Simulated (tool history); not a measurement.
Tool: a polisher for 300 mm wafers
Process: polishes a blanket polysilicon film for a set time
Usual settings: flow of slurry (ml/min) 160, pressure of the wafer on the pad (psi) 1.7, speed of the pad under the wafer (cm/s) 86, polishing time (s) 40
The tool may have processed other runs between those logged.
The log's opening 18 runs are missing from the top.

| run | day | flow of slurry (ml/min) | pressure of the wafer on the pad (psi) | speed of the pad under the wafer (cm/s) | polishing time (s) | incoming thickness of the incoming film, nm | film removed (Å) |
|---|---|---|---|---|---|---|---|
| 19 | 9.167 | 160 | 1.7 | 86 | 40 | 2314.3 | 1955 |
| 20 | 9.829 | 205 | 1.7 | 86 | 33 | 2266.1 | 1675 |
| 21 | 10.279 | 160 | 1.7 | 86 | 40 | 2237.9 | 1947 |
| 22 | 10.971 | 160 | 1.7 | 86 | 40 | 2296.9 | 1951 |
| 23 | 11.417 | 160 | 1.7 | 86 | 40 | 2268.6 | 1948 |
| 24 | 12.046 | 140 | 1.5 | 86 | 40 | 2249.9 | 1663 |
| 25 | 12.412 | 115 | 1.7 | 86 | 40 | 2258.2 | 1844 |
|  | 13.638 | head pressure recalibrated |
|  | 13.667 | slurry nozzle cleaned |
| 26 | 14.304 | 160 | 2.2 | 86 | 45 | 2288.9 | 2811 |
|  | 14.771 | worn pad replaced by a new one |
| 27 | 14.792 | 210 | 1.7 | 94 | 40 | 2280.7 | 2139 |
| 28 | 15.329 | 140 | 1.4 | 86 | 29 | 2267.7 | 1154 |
| 29 | 16.004 | 160 | 1.7 | 86 | 37 | 2277.9 | 1813 |
| 30 | 16.571 | 145 | 1.2 | 78 | 29 | 2307.5 | 937 |
| 31 | 16.825 | 160 | 1.7 | 86 | 32 | 2277.4 | 1554 |
| 32 | 17.462 | 160 | 1.7 | 86 | 40 | 2254.8 | 1951 |
| 33 | 17.912 | 175 | 1.7 | 64 | 40 | 2300.3 | 1660 |
| 34 | 18.329 | 160 | 1.7 | 86 | 40 | 2255.6 | 1905 |
| 35 | 18.829 | 160 | 1.7 | 86 | 40 | 2301.8 | 1919 |
| 36 | 19.692 | 110 | 1.4 | 70 | 40 | 2297.8 | 1348 |

Each row is a separate what-if for the run after 36, all from the same tool condition, not one after another. Results?
| A | 19.708 | 160 | 1.7 | 86 | 40 | 2314.1 | ? |
| B | 19.708 | 160 | 2.2 | 86 | 49 | 2314.1 | ? |
| C | 19.708 | 160 | 1.7 | 94 | 40 | 2314.1 | ? |
| D | 19.708 | 120 | 1.7 | 68 | 35 | 2314.1 | ? |
| E | 19.708 | 195 | 1.9 | 86 | 29 | 2314.1 | ? |

| run | film removed (Å) |
|---|---|
| A | 1932 |
| B | 3062 |
| C | 2039 |
| D | 1423 |
| E | 1602 |
With no hidden state in the tool, these same runs would have given:
| run | film removed (Å) |
|---|---|
| A | 1967 |
| B | 3118 |
| C | 2077 |
| D | 1449 |
| E | 1631 |
